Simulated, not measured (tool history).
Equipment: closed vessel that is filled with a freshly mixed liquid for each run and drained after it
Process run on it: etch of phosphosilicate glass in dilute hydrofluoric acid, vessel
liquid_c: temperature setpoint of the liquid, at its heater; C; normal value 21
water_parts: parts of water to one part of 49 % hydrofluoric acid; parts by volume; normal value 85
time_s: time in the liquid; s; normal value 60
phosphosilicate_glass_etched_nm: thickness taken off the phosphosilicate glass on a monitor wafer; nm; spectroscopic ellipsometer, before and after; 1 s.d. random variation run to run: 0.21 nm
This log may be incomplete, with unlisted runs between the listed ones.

run   hour  liquid_c  water_parts  time_s  read-back film thickness of the phosphosilicate glass reference wafer, read on the same gauge (nm)  phosphosilicate_glass_etched_nm
  1      0        21           85      35                                                                                                 110                            43.12
  2   13.1        21           85      60                                                                                                 110                             73.8
  3   26.2        21           85      60                                                                                              110.03                            74.07
  4   34.4        21           85      60                                                                                              110.02                             74.1
  5   44.9        21           70      60                                                                                              109.98                            91.53
  6   59.5        21           70      60                                                                                              110.01                            91.83
  7   75.7        21           85      80                                                                                              110.01                            98.91
  8   88.3        21           85      80                                                                                                 110                            99.17
  9  103.8        21           85      80                                                                                              109.99                            99.41
 10  114.8        21           85      75                                                                                              109.98                            93.01
 11  130.5        21           85      75                                                                                              109.97                            93.69
     142.4  -- hydrofluoric acid flow meter replaced
 12  146.6        21           85      75                                                                                              109.99                            88.89
 13  163.5        21           85      50                                                                                                 110                            59.17
     167.1  -- thermometer replaced
 14  181.1        21           85      50                                                                                              109.97                            57.44
       184  -- gauge calibrated
 15  191.8      22.5          105      30                                                                                                 110                            28.92
 16  203.6      23.5          105      30                                                                                              110.01                            30.13
 17  219.8        21           85      80                                                                                              109.98                            92.41
 18  236.4        24          120      95                                                                                              109.99                            83.34
 19  254.3        21           85      60                                                                                              109.99                            69.52
 20  260.6        23           75      60                                                                                              109.99                            86.43
 21  272.4        23          110      60                                                                                              110.01                             56.2
 22    283        21          125      80                                                                                              109.99                             60.3
 23  297.4        21           85      75                                                                                              110.01                            86.91
 24  303.6      23.5           60      60                                                                                              110.01                           112.26
 25  318.6        21           85      60                                                                                              110.01                            69.65
 26  330.4      22.5           85      60                                                                                              110.02                            74.43
 27  345.6        21          100      80                                                                                                 110                             77.4
 28  359.3        21          125      80                                                                                              110.01                             60.6
 29  373.9        17           95      45                                                                                                 110                            39.33

Predict each of these 4 candidate next runs independently; none follows another, all start after run 29:
  A  374.6        21           85      60                                                                                                   ?                                ?
  B  374.6        21          120      95                                                                                                   ?                                ?
  C  374.6        17           85      50                                                                                                   ?                                ?
  D  374.6        25           85      95                                                                                                   ?                                ?

run  read-back film thickness of the phosphosilicate glass reference wafer, read on the same gauge (nm)  phosphosilicate_glass_etched_nm
  A                                                                                              109.98                            69.77
  B                                                                                              109.98                            75.22
  C                                                                                              109.98                            49.19
  D                                                                                              109.98                           129.83
Had the tool no hidden state, the same runs would have come out as:
run  phosphosilicate_glass_etched_nm
  A                            67.76
  B                            73.03
  C                            47.77
  D                           126.11
